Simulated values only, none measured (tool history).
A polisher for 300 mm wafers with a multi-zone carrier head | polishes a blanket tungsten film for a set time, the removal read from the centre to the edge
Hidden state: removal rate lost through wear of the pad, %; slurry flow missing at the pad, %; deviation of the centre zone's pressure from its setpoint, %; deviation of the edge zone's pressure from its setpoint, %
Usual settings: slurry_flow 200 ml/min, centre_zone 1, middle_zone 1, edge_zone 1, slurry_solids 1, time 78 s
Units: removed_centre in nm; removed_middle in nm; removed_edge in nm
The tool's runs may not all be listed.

run,hour,slurry_flow,centre_zone,middle_zone,edge_zone,slurry_solids,time,wafers since the last listed run,wafers polished on this pad,hours since the slurry nozzle was cleaned,hours since the centre zone pressure was calibrated,hours since the edge zone pressure was calibrated,hours since the carrier head's membrane was replaced,"incoming thickness of the incoming film, nm",removed_centre,removed_middle,removed_edge
1,0,200,1,1,1,1,78,0,902,625,961,55.6,26.7,909.3,261.3,280.8,294.1
# hour 12.7: worn pad replaced by a new one
2,16.7,200,1,1,1,1,78,190,59,641.7,977.7,72.3,43.4,909,276.4,295.3,312.8
3,26.5,200,1,1,1,1,78,147,206,651.5,987.5,82.1,53.2,899.5,269.3,288.1,307.7
# hour 32.8: centre zone pressure recalibrated
4,39.1,200,1.06,1,1,1,78,159,365,664.1,6.3,94.7,65.8,896,317.4,286.9,301.9
# hour 49.1: slurry nozzle cleaned
5,49.6,200,1.06,1,1,1,78,142,508,0.5,16.8,105.2,76.3,913.1,314.5,284.4,305.3
6,71.6,200,1,1,1,1,78,330,838,22.5,38.8,127.2,98.3,905.6,293.7,278.7,298.2
7,87.4,200,1,1,1,1,78,237,1075,38.3,54.6,143,114.1,916.2,285.9,283.2,302.9
8,94.4,220,1,0.89,1.04,1.1,78,105,1180,45.3,61.6,150,121.1,920.3,296.9,262.6,306.5
9,102,200,1,1,1,1,78,114,1294,52.9,69.2,157.6,128.7,899.3,284.7,279.4,292
# hour 109.3: worn pad replaced by a new one
10,118.9,200,1,1,1,1,89,193,143,69.8,86.1,174.5,145.6,923.5,333.9,328.6,348.9
11,125.3,200,0.88,1,1.09,1.25,52,96,239,76.2,92.5,180.9,152,915,180.7,203.5,224.6
12,132.6,200,1,1,0.9,1.15,91,109,349,83.5,99.8,188.2,159.3,916,362.4,350.4,351.6
13,144.6,200,1,1,1,1,78,180,529,95.5,111.8,200.2,171.3,909.4,291.7,283.9,304.3
14,159,200,1,1,1,1,78,216,745,109.9,126.2,214.6,185.7,910.5,289.6,278.4,300.5
15,173.3,200,1.06,1,1,1,67,214,959,124.2,140.5,228.9,200,911.7,259.2,237.7,251.2
16,180.4,200,1.07,0.97,1,0.75,95,106,1066,131.3,147.6,236,207.1,905.9,346.3,305.4,327
# hour 185.4: worn pad replaced by a new one
17,197.4,200,1,1,1,1,78,195,180,148.3,164.6,253,224.1,906.8,296,288.2,307.2
18,203.6,200,1.07,0.94,0.89,1,93,93,273,154.5,170.8,259.2,230.3,900.4,377.9,335,342.1
19,211.3,200,1,1,1,1,78,115,389,162.2,178.5,266.9,238,902,291.4,285.2,300.5
20,228.9,260,0.94,1,1,1,78,264,653,179.8,196.1,284.5,255.6,920.6,281,298.4,305.1
21,244.9,200,1,0.9,1,1,78,240,893,195.8,212.1,300.5,271.6,901.3,285.3,250.6,299.6

Forecast each of these 5 alternatives for the next run:
A,245.3,200,1,0.91,1,1,78,6,899,196.2,212.5,300.9,272,910,?,?,?
B,245.3,165,1,1,1,1,71,6,899,196.2,212.5,300.9,272,910,?,?,?
C,245.3,255,0.92,0.95,1,1,78,6,899,196.2,212.5,300.9,272,910,?,?,?
D,245.3,200,1,1,1,1,58,6,899,196.2,212.5,300.9,272,910,?,?,?
E,245.3,170,1,0.9,1.03,1,99,6,899,196.2,212.5,300.9,272,910,?,?,?

run,removed_centre,removed_middle,removed_edge
A,280.9,258,305.1
B,248.9,247.9,272.4
C,266.2,274.9,311.2
D,209,207.6,226.6
E,348.4,317.8,387
Without the tool's hidden state the same runs would have given:
run,removed_centre,removed_middle,removed_edge
A,302.1,268.3,317.4
B,267.6,257.8,283.3
C,286.4,285.9,323.7
D,224.8,215.9,235.7
E,374.6,330.5,402.5
